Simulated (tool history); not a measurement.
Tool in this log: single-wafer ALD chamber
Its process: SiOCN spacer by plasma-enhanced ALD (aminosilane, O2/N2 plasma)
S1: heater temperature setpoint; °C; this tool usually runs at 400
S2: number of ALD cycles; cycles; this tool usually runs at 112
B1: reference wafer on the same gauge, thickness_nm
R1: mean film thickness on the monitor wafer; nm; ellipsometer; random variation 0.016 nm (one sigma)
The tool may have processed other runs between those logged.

Run 1, day 0.000: usual settings but S2 120 cycles; B1 7.153. Result: R1 6.925 nm.
Run 2, day 0.825: usual settings but S2 120 cycles; B1 7.149. Result: R1 6.939 nm.
Run 3, day 1.792: usual settings but S2 119 cycles; B1 7.140. Result: R1 6.903 nm.
Run 4, day 2.446: usual settings but S2 119 cycles; B1 7.139. Result: R1 6.873 nm.
Run 5, day 3.258: usual settings but S2 119 cycles; B1 7.135. Result: R1 6.858 nm.
Run 6, day 4.346: usual settings but S1 410 °C; B1 7.129. Result: R1 6.272 nm.
Run 7, day 5.133: usual settings but S1 391 °C; B1 7.126. Result: R1 6.451 nm.
Run 8, day 6.558: usual settings but S1 391 °C; B1 7.123. Result: R1 6.468 nm.
Run 9, day 7.542: usual settings but S1 391 °C; B1 7.115. Result: R1 6.454 nm.
Run 10, day 8.296: usual settings; B1 7.122. Result: R1 6.439 nm.
Run 11, day 10.938: usual settings; B1 7.108. Result: R1 6.410 nm.
Run 12, day 14.246: usual settings but S2 101 cycles; B1 7.092. Result: R1 5.776 nm.
Run 13, day 15.046: usual settings; B1 7.092. Result: R1 6.403 nm.
Run 14, day 15.721: usual settings; B1 7.093. Result: R1 6.413 nm.
Run 15, day 20.125: usual settings; B1 7.078. Result: R1 6.392 nm.
Run 16, day 21.162: usual settings; B1 7.072. Result: R1 6.403 nm.
Run 17, day 22.175: usual settings; B1 7.072. Result: R1 6.389 nm.
Run 18, day 22.754: usual settings; B1 7.060. Result: R1 6.368 nm.
Run 19, day 23.504: usual settings but S1 388 °C, S2 123 cycles; B1 7.051. Result: R1 7.034 nm.
Run 20, day 24.533: usual settings but S1 409 °C, S2 105 cycles; B1 7.056. Result: R1 5.850 nm.
Run 21, day 26.025: usual settings; B1 7.046. Result: R1 6.377 nm.
Run 22, day 27.312: usual settings; B1 7.042. Result: R1 6.370 nm.
Run 23, day 28.704: usual settings but S1 389 °C, S2 100 cycles; B1 7.042. Result: R1 5.670 nm.
Run 24, day 30.175: usual settings but S1 387 °C, S2 126 cycles; B1 7.034. Result: R1 7.161 nm.
Run 25, day 31.375: usual settings; B1 7.033. Result: R1 6.367 nm.
Run 26, day 31.992: usual settings but S1 386 °C, S2 132 cycles; B1 7.167. Result: R1 7.638 nm.
Run 27, day 32.996: usual settings but S2 119 cycles; B1 7.164. Result: R1 6.883 nm.
Run 28, day 33.596: usual settings but S1 412 °C; B1 7.157. Result: R1 6.281 nm.
Run 29, day 34.371: usual settings but S1 392 °C, S2 98 cycles; B1 7.160. Result: R1 5.656 nm.
Run 30, day 35.146: usual settings but S1 414 °C, S2 102 cycles; B1 7.152. Result: R1 5.693 nm.
Run 31, day 36.621: usual settings but S1 389 °C, S2 90 cycles; B1 7.153. Result: R1 5.204 nm.
Run 32, day 38.229: usual settings but S1 387 °C, S2 98 cycles; B1 7.148. Result: R1 5.660 nm.
Run 33, day 39.367: usual settings but S1 408 °C, S2 132 cycles; B1 7.137. Result: R1 7.440 nm.
Run 34, day 40.438: usual settings but S1 415 °C, S2 129 cycles; B1 7.137. Result: R1 7.139 nm.
Run 35, day 40.962: usual settings but S1 413 °C, S2 92 cycles; B1 7.132. Result: R1 5.126 nm.
Run 36, day 42.025: usual settings; B1 7.125. Result: R1 6.449 nm.
Run 37, day 42.767: usual settings but S1 391 °C, S2 123 cycles; B1 7.117. Result: R1 7.101 nm.

Taken out of this log: 2 entries between the listed runs. Where each belongs, and how the hidden state differs across it:
From run 17 to run 18: thermocouple changed; heater temperature recalibrated (day 22.696)
  gauge reads high (%): -1.47 -> -1.5
  measured result minus the result with no hidden state, R1: -0.095 -> -0.096 nm
From run 25 to run 26: gauge calibrated (day 31.446)
  gauge reads high (%): -1.94 -> -0.0689
  measured result minus the result with no hidden state, R1: -0.127 -> -0.005 nm

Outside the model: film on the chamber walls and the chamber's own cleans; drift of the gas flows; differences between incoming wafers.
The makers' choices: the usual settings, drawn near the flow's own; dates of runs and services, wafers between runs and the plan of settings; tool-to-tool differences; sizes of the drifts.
